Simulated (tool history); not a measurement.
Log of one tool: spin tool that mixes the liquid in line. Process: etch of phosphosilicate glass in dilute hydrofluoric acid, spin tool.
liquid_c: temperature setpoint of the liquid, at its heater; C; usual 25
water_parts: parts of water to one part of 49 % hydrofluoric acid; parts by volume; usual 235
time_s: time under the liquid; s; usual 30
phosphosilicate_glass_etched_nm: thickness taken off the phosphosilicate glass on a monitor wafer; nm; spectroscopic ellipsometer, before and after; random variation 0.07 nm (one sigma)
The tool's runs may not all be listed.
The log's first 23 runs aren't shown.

run,hour,liquid_c,water_parts,time_s,wafers since the last listed run,hours since the thermometer was replaced,hours since the hydrofluoric acid flow meter was replaced,hours since the gauge calibration,"read-back film thickness of the phosphosilicate glass reference wafer, read on the same gauge (nm)",phosphosilicate_glass_etched_nm
24,1664.2,25,235,35,957,573.7,1003.9,394.4,80.01,14.44
25,1728.2,22,145,45,1019,637.7,1067.9,458.4,79.96,29.48
26,1765.3,25,285,30,591,674.8,1105,495.5,80,9.67
27,1836.1,27.5,125,15,1128,745.6,1175.8,566.3,79.98,14.4
28,1885.6,21.5,280,35,788,795.1,1225.3,615.8,79.98,10.19
29,1924.8,25,125,25,624,834.3,1264.5,655,80.01,21.68
# hour 2067.4: hydrofluoric acid flow meter replaced
30,2143.5,25,235,20,3468,1053,76.1,873.7,80,8.19
31,2241.8,27.5,275,40,1566,1151.3,174.4,972,80.01,14.59
# hour 2288.4: thermometer replaced
32,2325.6,28,300,15,1319,37.2,258.2,1055.8,79.99,5.02
33,2433.1,21.5,315,45,1712,144.7,365.7,1163.3,79.98,11.16

3 ways to go on from here, each from the tool as it stands after run 33. What would each give?
A,2433.5,25,235,30,6,145.1,366.1,1163.7,?,?
B,2433.5,25,265,30,6,145.1,366.1,1163.7,?,?
C,2433.5,22.5,345,20,6,145.1,366.1,1163.7,?,?

run,"read-back film thickness of the phosphosilicate glass reference wafer, read on the same gauge (nm)",phosphosilicate_glass_etched_nm
A,79.99,12.32
B,79.99,10.59
C,79.99,4.6
Without the tool's hidden state the same runs would have given:
run,phosphosilicate_glass_etched_nm
A,12.32
B,10.59
C,4.6

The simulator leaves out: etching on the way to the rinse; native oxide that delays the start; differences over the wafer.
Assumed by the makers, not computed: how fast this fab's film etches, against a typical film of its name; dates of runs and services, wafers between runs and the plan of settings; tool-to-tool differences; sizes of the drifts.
